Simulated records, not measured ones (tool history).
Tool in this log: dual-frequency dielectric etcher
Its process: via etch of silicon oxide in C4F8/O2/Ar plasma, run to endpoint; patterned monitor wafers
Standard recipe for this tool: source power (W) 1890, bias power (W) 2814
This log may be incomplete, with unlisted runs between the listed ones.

run	hour	source power (W)	bias power (W)	wafers since the last listed run	hours since the last wet clean	hours since the last source power generator calibration	hours since the last bias power generator calibration	hours since the last upper electrode change	incoming incoming film thickness, nm	endpoint time (s)
1	0	1890	2814	0	1.7	1799.1	860.9	1490.3	1589.2	310.8
2	89.1	1890	2814	366	90.8	1888.2	950	1579.4	1589.5	311.8
3	128.3	1890	2814	161	130	1927.4	989.2	1618.6	1584	306.9
4	214.7	1890	2814	354	216.4	2013.8	1075.6	1705	1593.9	309.4
5	302.5	1890	2355	360	304.2	2101.6	1163.4	1792.8	1575.4	315.4
6	355.9	2230	2814	219	357.6	2155	1216.8	1846.2	1585.2	283.6
7	441.1	2230	2814	350	442.8	2240.2	1302	1931.4	1589.8	282.9
8	477.8	2230	2814	150	479.5	2276.9	1338.7	1968.1	1599.9	285.9
9	569.1	1890	2814	375	570.8	2368.2	1430	2059.4	1569	299.3
10	623.9	1890	2814	225	625.6	2423	1484.8	2114.2	1575.5	299.7
11	669.7	1890	2814	188	671.4	2468.8	1530.6	2160	1586.2	298.4
# hour 703.7: wet clean of the chamber
12	749.2	1890	2814	227	45.5	2548.3	1610.1	2239.5	1594.3	312.2
13	853.6	1890	2814	428	149.9	2652.7	1714.5	2343.9	1569.3	306.4
14	915.2	2350	2482	253	211.5	2714.3	1776.1	2405.5	1565.5	283.3
15	957.8	1430	2312	175	254.1	2756.9	1818.7	2448.1	1597.7	369
16	1031.3	1660	2358	301	327.6	2830.4	1892.2	2521.6	1584.3	338
17	1114.4	1890	2814	341	410.7	2913.5	1975.3	2604.7	1575	304
18	1220.1	1890	2814	434	516.4	3019.2	2081	2710.4	1573.3	298.4
19	1266.1	2010	2574	188	562.4	3065.2	2127	2756.4	1578	295.2
20	1348.3	1890	2814	337	644.6	3147.4	2209.2	2838.6	1575.7	298.6
21	1455.1	1530	2355	438	751.4	3254.2	2316	2945.4	1583.6	342
# hour 1501.2: wet clean of the chamber
# hour 1530.1: upper electrode replaced
22	1550.2	1890	2814	193	49	3349.3	2411.1	20.1	1591.2	313.8
23	1600.2	1890	2814	205	99	3399.3	2461.1	70.1	1586.7	311.8
24	1688.5	2250	2439	362	187.3	3487.6	2549.4	158.4	1579.8	293.8
25	1760.9	2070	3153	297	259.7	3560	2621.8	230.8	1592.7	290.9
26	1824.4	1890	2814	260	323.2	3623.5	2685.3	294.3	1591	308.6
27	1912.4	2010	2574	361	411.2	3711.5	2773.3	382.3	1604.8	304.8
# hour 1943.9: bias power generator calibrated
28	1963.2	1890	2814	192	462	3762.3	19.3	433.1	1592.6	308.5
# hour 1992: source power generator calibrated
29	2056.4	2140	3512	366	555.2	64.4	112.5	526.3	1566.5	266.5
30	2129.8	2040	2276	301	628.6	137.8	185.9	599.7	1583.2	299.1
# hour 2168.4: wet clean of the chamber
31	2168.9	2180	2998	62	0.5	176.9	225	638.8	1585.3	284.2
32	2273.7	1670	2315	430	105.3	281.7	329.8	743.6	1587	338.5
33	2325	2240	2546	210	156.6	333	381.1	794.9	1579.1	288.4
34	2537	1730	2814	870	368.6	545	593.1	1006.9	1587.1	316.3
35	2623	1890	2814	353	454.6	631	679.1	1092.9	1578	300.2
36	2687.3	2350	3228	264	518.9	695.3	743.4	1157.2	1575.2	264.3

Branching from run 36: 3 alternative next runs. What would each branch give?
A	2687.8	2130	2814	2	519.4	695.8	743.9	1157.7	1589	?
B	2687.8	2340	2241	2	519.4	695.8	743.9	1157.7	1589	?
C	2687.8	1510	3228	2	519.4	695.8	743.9	1157.7	1589	?

run	endpoint time (s)
A	285.6
B	285.5
C	326
Had the tool no hidden state, the same runs would have come out as:
run	endpoint time (s)
A	291.9
B	291.7
C	333.2
